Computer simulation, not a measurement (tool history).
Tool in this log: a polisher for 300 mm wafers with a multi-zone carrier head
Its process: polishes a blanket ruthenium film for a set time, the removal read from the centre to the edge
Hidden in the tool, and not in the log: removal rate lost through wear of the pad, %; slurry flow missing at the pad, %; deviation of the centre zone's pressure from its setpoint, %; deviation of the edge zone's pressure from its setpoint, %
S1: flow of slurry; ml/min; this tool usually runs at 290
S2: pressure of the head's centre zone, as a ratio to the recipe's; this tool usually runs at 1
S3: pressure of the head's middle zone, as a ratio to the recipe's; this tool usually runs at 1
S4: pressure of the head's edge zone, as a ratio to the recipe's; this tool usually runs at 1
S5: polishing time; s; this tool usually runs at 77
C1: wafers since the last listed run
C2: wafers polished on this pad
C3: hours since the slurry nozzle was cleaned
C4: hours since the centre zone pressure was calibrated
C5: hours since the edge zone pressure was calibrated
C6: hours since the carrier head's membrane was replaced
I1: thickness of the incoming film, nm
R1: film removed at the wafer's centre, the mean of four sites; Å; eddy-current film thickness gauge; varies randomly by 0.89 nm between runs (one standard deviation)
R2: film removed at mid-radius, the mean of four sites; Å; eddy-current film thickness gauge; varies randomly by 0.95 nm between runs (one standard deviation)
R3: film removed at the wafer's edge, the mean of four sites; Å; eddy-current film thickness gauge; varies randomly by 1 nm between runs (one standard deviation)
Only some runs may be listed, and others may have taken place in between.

| run | hour | S1 | S2 | S3 | S4 | S5 | C1 | C2 | C3 | C4 | C5 | C6 | I1 | R1 | R2 | R3 |
|---|---|---|---|---|---|---|---|---|---|---|---|---|---|---|---|---|
| 1 | 0 | 290 | 1 | 0.92 | 1 | 77 | 0 | 705 | 666 | 660.9 | 1120.7 | 521.4 | 406.9 | 704 | 691 | 762 |
| 2 | 32.5 | 290 | 1 | 0.92 | 1 | 77 | 259 | 965 | 698.5 | 693.4 | 1153.2 | 553.9 | 412.8 | 698 | 684 | 757 |
|  | 55.6 | worn pad replaced by a new one |
|  | 77.4 | carrier head's membrane replaced by a new one |
|  | 85.9 | centre zone pressure recalibrated |
| 3 | 86.4 | 290 | 1 | 1 | 1.05 | 77 | 343 | 190 | 752.4 | 0.5 | 1207.1 | 9 | 403.3 | 779 | 747 | 767 |
|  | 97.4 | edge zone pressure recalibrated |
| 4 | 99.3 | 290 | 1 | 1 | 1.05 | 77 | 87 | 277 | 765.3 | 13.4 | 1.9 | 21.9 | 416.8 | 780 | 737 | 783 |
|  | 114.3 | slurry nozzle cleaned |
| 5 | 140.9 | 290 | 1 | 1 | 1.05 | 77 | 324 | 602 | 26.6 | 55 | 43.5 | 63.5 | 418 | 803 | 738 | 777 |
| 6 | 155.8 | 290 | 1 | 1 | 1 | 77 | 119 | 721 | 41.5 | 69.9 | 58.4 | 78.4 | 410.5 | 770 | 756 | 777 |
| 7 | 169.3 | 290 | 1 | 1 | 1 | 77 | 107 | 829 | 55 | 83.4 | 71.9 | 91.9 | 417.4 | 780 | 739 | 771 |
| 8 | 182.6 | 290 | 1 | 1 | 1 | 62 | 106 | 935 | 68.3 | 96.7 | 85.2 | 105.2 | 404.6 | 634 | 590 | 614 |
|  | 194.5 | worn pad replaced by a new one |
| 9 | 196.2 | 290 | 1 | 1 | 1 | 77 | 76 | 13 | 81.9 | 110.3 | 98.8 | 118.8 | 412.6 | 769 | 753 | 781 |
| 10 | 213.6 | 245 | 1.06 | 1 | 0.93 | 77 | 139 | 153 | 99.3 | 127.7 | 116.2 | 136.2 | 409.6 | 813 | 745 | 715 |
| 11 | 220.4 | 290 | 1 | 0.94 | 1 | 77 | 54 | 207 | 106.1 | 134.5 | 123 | 143 | 414.1 | 762 | 716 | 742 |
| 12 | 226.8 | 320 | 1.1 | 0.9 | 0.93 | 77 | 51 | 258 | 112.5 | 140.9 | 129.4 | 149.4 | 405.4 | 870 | 667 | 729 |
| 13 | 238.3 | 290 | 1.12 | 1 | 1.1 | 77 | 91 | 350 | 124 | 152.4 | 140.9 | 160.9 | 406.6 | 880 | 728 | 797 |
| 14 | 245.1 | 290 | 1 | 1 | 1 | 95 | 54 | 404 | 130.8 | 159.2 | 147.7 | 167.7 | 415.8 | 973 | 935 | 917 |

List, for all runs, the conditions of the tool that the log does not record:
removal rate lost through wear of the pad, %: 0 in every run
slurry flow missing at the pad, %: 0 in every run
deviation of the edge zone's pressure from its setpoint, %: 0 in every run
H1: deviation of the centre zone's pressure from its setpoint, %
| run | H1 |
|---|---|
| 1 | -10.3 |
| 2 | -11.2 |
| 3 | -0.24 |
| 4 | -0.243 |
| 5 | -0.299 |
| 6 | -0.335 |
| 7 | -0.376 |
| 8 | -0.422 |
| 9 | -0.477 |
| 10 | -0.558 |
| 11 | -0.593 |
| 12 | -0.627 |
| 13 | -0.693 |
| 14 | -0.734 |
